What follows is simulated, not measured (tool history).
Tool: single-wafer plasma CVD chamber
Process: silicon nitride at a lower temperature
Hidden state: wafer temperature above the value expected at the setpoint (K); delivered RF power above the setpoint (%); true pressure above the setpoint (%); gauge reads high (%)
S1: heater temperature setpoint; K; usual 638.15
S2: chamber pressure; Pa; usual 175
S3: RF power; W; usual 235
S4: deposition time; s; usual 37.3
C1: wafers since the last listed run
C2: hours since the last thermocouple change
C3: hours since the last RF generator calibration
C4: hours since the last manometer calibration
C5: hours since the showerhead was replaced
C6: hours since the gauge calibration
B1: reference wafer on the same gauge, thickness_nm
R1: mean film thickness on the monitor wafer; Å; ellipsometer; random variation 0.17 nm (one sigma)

run,hour,S1,S2,S3,S4,C1,C2,C3,C4,C5,C6,B1,R1
1,0,638.15,175,220,37.3,0,640.9,2226,639.4,5328.8,866,31.914,304.62
2,37.8,638.15,175,220,37.3,458,678.7,2263.8,677.2,5366.6,903.8,31.889,301.35
3,106.4,638.15,175,235,33.8,832,747.3,2332.4,745.8,5435.2,972.4,31.86,292.71
4,149,638.15,175,235,37.3,516,789.9,2375,788.4,5477.8,1015,31.88,322.91
5,205.9,638.15,175,235,37.3,690,846.8,2431.9,845.3,5534.7,1071.9,31.919,324.89
6,310.6,638.15,175,235,37.3,1270,951.5,2536.6,950,5639.4,1176.6,31.908,316.43
# hour 319: gauge calibrated
# hour 345.5: capacitance manometer re-zeroed and calibrated
7,367.8,638.15,175,235,37.3,596,1008.7,2593.8,22.3,5696.6,48.8,31.91,320.19
8,404.8,638.15,175,235,37.3,448,1045.7,2630.8,59.3,5733.6,85.8,31.907,318.51
9,453.3,638.15,187,265,37.3,588,1094.2,2679.3,107.8,5782.1,134.3,31.908,358.12
10,520.8,638.15,175,235,37.3,818,1161.7,2746.8,175.3,5849.6,201.8,31.894,317.68
# hour 580.2: RF generator calibrated
11,625.9,632.15,175,235,37.3,1177,1266.8,45.7,280.4,5954.7,306.9,31.895,346.15
12,725,647.15,164,200,31.1,1202,1365.9,144.8,379.5,6053.8,406,31.931,245.88
13,771.6,638.15,175,255,37.3,565,1412.5,191.4,426.1,6100.4,452.6,31.919,365.79
# hour 801.1: showerhead replaced
# hour 816.1: thermocouple changed; heater temperature recalibrated
14,845.7,638.15,139,235,41.7,704,29.6,265.5,500.2,44.6,526.7,31.926,358.05
15,953.1,638.15,175,235,33.8,1302,137,372.9,607.6,152,634.1,31.941,309.31

The next listed run, before its measurement:
16,1054.6,638.15,175,265,40.4,1231,238.5,474.4,709.1,253.5,735.6,?,?

{"run 16": {"B1": 31.929, "R1": 405.77}}
Without the tool's hidden state the same run would have given R1 412.84 Å.
